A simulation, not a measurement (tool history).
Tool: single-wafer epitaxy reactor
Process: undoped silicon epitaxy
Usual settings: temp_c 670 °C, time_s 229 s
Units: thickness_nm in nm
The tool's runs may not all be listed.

run   hour  temp_c  time_s  read-back reference wafer on the same gauge, thickness_nm  thickness_nm
  1    0.0     667     229                                                     56.700        53.368
      21.5  -- gauge calibrated
  2   32.1     667     229                                                     56.705        53.681
  3   53.6     667     229                                                     56.685        53.497
  4   71.3     681     229                                                     56.674        74.157
  5  104.4     681     229                                                     56.693        73.897
  6  130.3     681     229                                                     56.692        74.131
  7  161.5     670     229                                                     56.723        57.368
  8  246.3     670     212                                                     56.707        53.060
  9  267.4     670     257                                                     56.703        64.482
 10  288.6     670     257                                                     56.657        64.455
 11  303.4     670     257                                                     56.670        64.360
 12  323.0     670     229                                                     56.693        57.367
 13  354.5     670     229                                                     56.685        57.451
 14  372.1     670     229                                                     56.701        57.269
 15  400.5     670     229                                                     56.744        57.424
 16  414.3     670     229                                                     56.668        57.403
 17  432.9     667     217                                                     56.696        50.289
 18  466.8     657     197                                                     56.730        36.076
 19  488.1     681     196                                                     56.686        63.904
     497.4  -- pyrometer calibrated
 20  594.1     685     229                                                     56.721        81.279
 21  607.3     656     190                                                     56.701        33.895
 22  657.1     670     229                                                     56.668        57.542
 23  691.6     678     205                                                     56.714        62.268
 24  724.3     670     229                                                     56.689        57.576
     740.3  -- gauge calibrated
 25  757.7     656     206                                                     56.690        36.680
 26  769.7     664     274                                                     56.716        59.435
 27  803.9     682     265                                                     56.740        87.772
 28  838.1     670     229                                                     56.722        57.298
 29  860.4     660     229                                                     56.673        45.087
 30  881.9     674     196                                                     56.691        53.832
 31  894.5     657     245                                                     56.700        44.784
 32  917.3     670     183                                                     56.720        45.691

Run 33 comes next. What will it give?
 33  951.5     670     215                                                          ?             ?

{"run 33": {"read-back reference wafer on the same gauge, thickness_nm": 56.745, "thickness_nm": 53.854}}
Without the tool's hidden state the same run would have given thickness_nm 53.854 nm.
